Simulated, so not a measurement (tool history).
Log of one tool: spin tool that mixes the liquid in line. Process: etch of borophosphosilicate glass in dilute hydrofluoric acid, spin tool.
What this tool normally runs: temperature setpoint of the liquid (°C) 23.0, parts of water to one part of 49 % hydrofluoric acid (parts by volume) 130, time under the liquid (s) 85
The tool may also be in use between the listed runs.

run,hour,temperature setpoint of the liquid (°C),parts of water to one part of 49 % hydrofluoric acid (parts by volume),time under the liquid (s),wafers since the last listed run,hours since the thermometer was replaced,hours since the hydrofluoric acid flow meter was replaced,hours since the gauge calibration,"read-back film thickness of the borophosphosilicate glass reference wafer, read on the same gauge (nm)",thickness taken off the borophosphosilicate glass on a monitor wafer (Å)
1,0.0,23.0,130,85,0,2414.3,254.9,562.3,39.97,210.4
2,146.2,23.0,130,85,1322,2560.5,401.1,708.5,40.01,209.6
3,224.1,23.0,130,85,704,2638.4,479.0,786.4,40.02,208.7
4,328.9,23.0,165,85,948,2743.2,583.8,891.2,39.97,157.1
5,399.5,23.0,165,85,638,2813.8,654.4,961.8,39.98,157.7
6,464.7,23.0,130,85,589,2879.0,719.6,1027.0,39.98,208.2
# hour 467.2: gauge calibrated
7,557.5,23.0,130,85,839,2971.8,812.4,90.3,39.97,206.6
8,645.6,23.0,130,85,797,3059.9,900.5,178.4,40.01,207.1
# hour 718.7: thermometer replaced
9,721.9,23.0,160,85,681,3.2,976.8,254.7,39.99,161.9
# hour 750.3: hydrofluoric acid flow meter replaced
10,782.4,23.0,160,85,538,63.7,32.1,315.2,39.97,166.2
11,875.8,23.0,160,85,845,157.1,125.5,408.6,39.98,165.1
12,934.7,21.0,110,85,532,216.0,184.4,467.5,39.99,235.7
13,1038.1,23.0,130,85,935,319.4,287.8,570.9,39.99,210.7
14,1120.4,23.0,130,85,744,401.7,370.1,653.2,39.97,211.4
15,1179.0,23.0,130,100,530,460.3,428.7,711.8,39.98,244.6
16,1221.2,23.0,130,85,381,502.5,470.9,754.0,39.98,208.1
17,1296.3,23.0,65,85,679,577.6,546.0,829.1,40.03,453.6
18,1344.3,20.0,155,110,434,625.6,594.0,877.1,40.01,195.9
19,1418.2,23.0,130,70,668,699.5,667.9,951.0,40.03,170.9
20,1455.1,23.0,165,105,333,736.4,704.8,987.9,40.01,194.4
21,1499.1,23.0,70,130,398,780.4,748.8,1031.9,39.99,632.1
22,1543.3,24.5,175,60,399,824.6,793.0,1076.1,40.00,109.6

Describe how what the log doesn't record of the tool's condition differs between the last listed run preceding each entry between runs and the first listed run following it.
Runs 6 to 7: gauge calibrated (hour 467.2)
  hydrofluoric acid flow below the setpoint (%): 1.96 -> 2.2
  the result without the hidden state subtracted from the measured one, thickness taken off the borophosphosilicate glass on a monitor wafer (Å): -4.7 -> -5.4
Runs 8 to 9: thermometer replaced (hour 718.7)
  hydrofluoric acid flow below the setpoint (%): 2.43 -> 2.63
  the result without the hidden state subtracted from the measured one, thickness taken off the borophosphosilicate glass on a monitor wafer (Å): -5.9 -> -5.2
Runs 9 to 10: hydrofluoric acid flow meter replaced (hour 750.3)
  hydrofluoric acid flow below the setpoint (%): 2.63 -> 0.136
  the result without the hidden state subtracted from the measured one, thickness taken off the borophosphosilicate glass on a monitor wafer (Å): -5.2 -> -0.3
